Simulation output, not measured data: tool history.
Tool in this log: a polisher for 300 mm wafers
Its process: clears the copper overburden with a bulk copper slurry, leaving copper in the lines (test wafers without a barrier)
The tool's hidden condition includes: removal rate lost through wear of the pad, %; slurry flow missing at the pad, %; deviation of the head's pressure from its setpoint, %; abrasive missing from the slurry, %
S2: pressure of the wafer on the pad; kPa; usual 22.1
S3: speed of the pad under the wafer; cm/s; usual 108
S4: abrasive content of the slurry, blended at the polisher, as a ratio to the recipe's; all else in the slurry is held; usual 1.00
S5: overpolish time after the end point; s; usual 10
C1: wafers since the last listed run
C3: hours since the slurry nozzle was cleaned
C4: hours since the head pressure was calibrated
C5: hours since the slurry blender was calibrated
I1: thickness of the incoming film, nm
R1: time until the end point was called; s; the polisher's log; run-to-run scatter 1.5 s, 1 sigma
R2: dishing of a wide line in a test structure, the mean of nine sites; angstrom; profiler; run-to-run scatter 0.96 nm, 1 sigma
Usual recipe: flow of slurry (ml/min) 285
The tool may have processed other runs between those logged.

run 1 day=0.000 | flow_of_slurry_(ml/min)=315 S2=22.1 S3=108 S4=1.10 S5=10 | C1=0 wafers_polished_on_this_pad=5 C3=62.0 C4=588.0 C5=106.1 | I1=1573.2 | R1=127.6 R2=630
run 2 day=0.742 | flow_of_slurry_(ml/min)=315 S2=22.1 S3=108 S4=1.10 S5=10 | C1=115 wafers_polished_on_this_pad=120 C3=79.8 C4=605.8 C5=123.9 | I1=1539.5 | R1=129.9 R2=610
run 3 day=1.221 | flow_of_slurry_(ml/min)=285 S2=24.8 S3=108 S4=1.00 S5=10 | C1=74 wafers_polished_on_this_pad=195 C3=91.3 C4=617.3 C5=135.4 | I1=1550.4 | R1=125.0 R2=653
run 4 day=1.633 | flow_of_slurry_(ml/min)=285 S2=24.8 S3=108 S4=1.00 S5=10 | C1=64 wafers_polished_on_this_pad=259 C3=101.2 C4=627.2 C5=145.3 | I1=1572.0 | R1=126.1 R2=636
run 5 day=2.342 | flow_of_slurry_(ml/min)=285 S2=22.1 S3=108 S4=1.00 S5=10 | C1=110 wafers_polished_on_this_pad=370 C3=118.2 C4=644.2 C5=162.3 | I1=1565.7 | R1=136.7 R2=589
run 6 day=2.783 | flow_of_slurry_(ml/min)=285 S2=22.1 S3=92 S4=1.00 S5=10 | C1=68 wafers_polished_on_this_pad=438 C3=128.8 C4=654.8 C5=172.9 | I1=1567.7 | R1=156.8 R2=535
-- day=3.142 worn pad replaced by a new one
run 7 day=3.279 | flow_of_slurry_(ml/min)=285 S2=22.1 S3=108 S4=1.00 S5=10 | C1=51 wafers_polished_on_this_pad=21 C3=140.7 C4=666.7 C5=184.8 | I1=1546.0 | R1=136.3 R2=594
run 8 day=3.846 | flow_of_slurry_(ml/min)=285 S2=22.1 S3=108 S4=1.00 S5=10 | C1=88 wafers_polished_on_this_pad=109 C3=154.3 C4=680.3 C5=198.4 | I1=1590.9 | R1=140.8 R2=581
-- day=4.038 head pressure recalibrated
run 9 day=4.354 | flow_of_slurry_(ml/min)=285 S2=22.1 S3=108 S4=1.00 S5=10 | C1=66 wafers_polished_on_this_pad=175 C3=166.5 C4=7.6 C5=210.6 | I1=1580.3 | R1=139.2 R2=595
run 10 day=4.750 | flow_of_slurry_(ml/min)=285 S2=22.1 S3=108 S4=1.00 S5=10 | C1=61 wafers_polished_on_this_pad=237 C3=176.0 C4=17.1 C5=220.1 | I1=1551.5 | R1=139.8 R2=589
run 11 day=5.429 | flow_of_slurry_(ml/min)=285 S2=22.1 S3=108 S4=0.90 S5=10 | C1=105 wafers_polished_on_this_pad=343 C3=192.3 C4=33.4 C5=236.4 | I1=1563.5 | R1=140.9 R2=584
-- day=6.117 worn pad replaced by a new one
run 12 day=6.179 | flow_of_slurry_(ml/min)=285 S2=22.1 S3=98 S4=0.85 S5=10 | C1=90 wafers_polished_on_this_pad=9 C3=210.3 C4=51.4 C5=254.4 | I1=1562.8 | R1=158.1 R2=537
run 13 day=6.588 | flow_of_slurry_(ml/min)=330 S2=22.1 S3=108 S4=1.00 S5=10 | C1=63 wafers_polished_on_this_pad=73 C3=220.1 C4=61.2 C5=264.2 | I1=1582.6 | R1=139.9 R2=598
-- day=6.692 slurry blender recalibrated
run 14 day=7.292 | flow_of_slurry_(ml/min)=285 S2=15.2 S3=108 S4=0.75 S5=10 | C1=96 wafers_polished_on_this_pad=169 C3=237.0 C4=78.1 C5=14.4 | I1=1566.8 | R1=191.3 R2=461
run 15 day=7.812 | flow_of_slurry_(ml/min)=285 S2=22.1 S3=108 S4=1.00 S5=10 | C1=81 wafers_polished_on_this_pad=250 C3=249.5 C4=90.6 C5=26.9 | I1=1559.0 | R1=140.8 R2=580
-- day=7.950 slurry nozzle cleaned
run 16 day=8.396 | flow_of_slurry_(ml/min)=255 S2=20.0 S3=108 S4=1.00 S5=10 | C1=84 wafers_polished_on_this_pad=335 C3=10.7 C4=104.6 C5=40.9 | I1=1556.3 | R1=142.5 R2=580
run 17 day=8.654 | flow_of_slurry_(ml/min)=320 S2=14.5 S3=108 S4=1.25 S5=14 | C1=40 wafers_polished_on_this_pad=375 C3=16.9 C4=110.8 C5=47.1 | I1=1569.0 | R1=163.8 R2=622
-- day=9.000 worn pad replaced by a new one
run 18 day=9.021 | flow_of_slurry_(ml/min)=320 S2=14.5 S3=108 S4=1.25 S5=14 | C1=31 wafers_polished_on_this_pad=3 C3=25.7 C4=119.6 C5=55.9 | I1=1587.5 | R1=165.8 R2=630
run 19 day=9.321 | flow_of_slurry_(ml/min)=250 S2=22.1 S3=108 S4=0.75 S5=10 | C1=46 wafers_polished_on_this_pad=49 C3=32.9 C4=126.8 C5=63.1 | I1=1557.2 | R1=141.3 R2=578
run 20 day=9.842 | flow_of_slurry_(ml/min)=285 S2=22.1 S3=108 S4=1.00 S5=10 | C1=81 wafers_polished_on_this_pad=130 C3=45.4 C4=139.3 C5=75.6 | I1=1544.3 | R1=131.0 R2=614
run 21 day=10.338 | flow_of_slurry_(ml/min)=195 S2=22.1 S3=108 S4=0.90 S5=13 | C1=77 wafers_polished_on_this_pad=208 C3=57.3 C4=151.2 C5=87.5 | I1=1574.3 | R1=145.7 R2=663
run 22 day=11.021 | flow_of_slurry_(ml/min)=285 S2=22.1 S3=108 S4=1.00 S5=10 | C1=106 wafers_polished_on_this_pad=314 C3=73.7 C4=167.6 C5=103.9 | I1=1579.7 | R1=135.6 R2=600

A few steps of R1 between consecutive runs. Split each: what settings, incoming material and random variation would produce without the hidden state, and what is left over for the hidden state, along with gauge scatter present in only one of the two compared results (measured, and without hidden state):
Run 13 -> 14: flow of slurry (ml/min) 330 -> 285, S2 22.1 -> 15.2, S4 1.00 -> 0.75, slurry blender recalibrated. R1 +51.4 s: hidden state +6.2, all else +45.2.
Run 14 -> 15: S2 15.2 -> 22.1, S4 0.75 -> 1.00. R1 -50.5 s: hidden state -4.0, all else -46.5.
Run 15 -> 16: flow of slurry (ml/min) 285 -> 255, S2 22.1 -> 20.0, slurry nozzle cleaned. R1 +1.7 s: hidden state -10.1, all else +11.8.
